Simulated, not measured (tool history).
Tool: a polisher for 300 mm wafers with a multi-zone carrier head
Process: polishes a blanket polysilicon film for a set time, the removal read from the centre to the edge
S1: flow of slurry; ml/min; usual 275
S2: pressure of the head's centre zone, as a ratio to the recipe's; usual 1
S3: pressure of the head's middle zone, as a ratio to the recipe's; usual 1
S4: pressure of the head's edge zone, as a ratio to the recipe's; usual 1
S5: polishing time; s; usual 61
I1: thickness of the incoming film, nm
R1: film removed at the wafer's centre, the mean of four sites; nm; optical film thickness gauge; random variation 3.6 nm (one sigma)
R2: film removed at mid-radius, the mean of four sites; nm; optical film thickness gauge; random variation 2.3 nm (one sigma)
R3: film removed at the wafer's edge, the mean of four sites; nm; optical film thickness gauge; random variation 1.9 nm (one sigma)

run 1 hour=0 | S1=275 S2=1 S3=1 S4=1 S5=61 | I1=1848.5 | R1=303.1 R2=309.9 R3=303.8
run 2 hour=107.9 | S1=275 S2=1 S3=1 S4=1 S5=61 | I1=1810.2 | R1=291.9 R2=302.1 R3=300.1
run 3 hour=144 | S1=275 S2=1 S3=1 S4=1.05 S5=61 | I1=1824.7 | R1=288.2 R2=295.5 R3=303.6
run 4 hour=206.6 | S1=275 S2=1 S3=1 S4=1 S5=61 | I1=1829.2 | R1=267.6 R2=281.2 R3=284.8
-- hour=217.5 slurry nozzle cleaned
run 5 hour=251.1 | S1=275 S2=1 S3=1 S4=1 S5=61 | I1=1801.5 | R1=304.1 R2=317.1 R3=308.5
-- hour=255.9 worn pad replaced by a new one
run 6 hour=323 | S1=275 S2=1 S3=1 S4=1 S5=61 | I1=1832.5 | R1=312.5 R2=314 R3=308.8
-- hour=368.6 carrier head's membrane replaced by a new one
run 7 hour=376.4 | S1=275 S2=1 S3=1 S4=1 S5=61 | I1=1834.9 | R1=302.5 R2=308.8 R3=303.8
run 8 hour=469.5 | S1=275 S2=1 S3=1 S4=1 S5=61 | I1=1834.2 | R1=292.9 R2=299 R3=298.2
-- hour=480.1 slurry nozzle cleaned
-- hour=515.8 worn pad replaced by a new one, of another model than before
run 9 hour=569 | S1=275 S2=1 S3=1 S4=1 S5=61 | I1=1848 | R1=309.5 R2=311.2 R3=302.6
run 10 hour=645 | S1=275 S2=1 S3=1 S4=1 S5=61 | I1=1833.4 | R1=301.2 R2=305.3 R3=306.4
run 11 hour=694.5 | S1=275 S2=1 S3=1 S4=1 S5=61 | I1=1826.8 | R1=293.3 R2=297.8 R3=297.3
run 12 hour=759.3 | S1=275 S2=1 S3=1.11 S4=1.09 S5=61 | I1=1842.4 | R1=261.9 R2=303.3 R3=292.6
-- hour=766.7 slurry nozzle cleaned
run 13 hour=806.4 | S1=275 S2=1 S3=1 S4=1 S5=61 | I1=1826.9 | R1=311.2 R2=316.4 R3=312.1
-- hour=850 worn pad replaced by a new one
run 14 hour=850.5 | S1=350 S2=1 S3=1.1 S4=0.91 S5=50 | I1=1854.9 | R1=262.5 R2=288.1 R3=247.8

The next listed run, before its measurement:
-- hour=871.3 carrier head's membrane replaced by a new one
run 15 hour=907 | S1=370 S2=1 S3=1 S4=1.1 S5=70 | I1=1842.3 | R1=? R2=? R3=?

Run 15 gave R1 364.1 nm, R2 369.9 nm, R3 382.6 nm.
Without the tool's hidden state the same run would have given R1 369.5 nm, R2 374.9 nm, R3 386.5 nm.

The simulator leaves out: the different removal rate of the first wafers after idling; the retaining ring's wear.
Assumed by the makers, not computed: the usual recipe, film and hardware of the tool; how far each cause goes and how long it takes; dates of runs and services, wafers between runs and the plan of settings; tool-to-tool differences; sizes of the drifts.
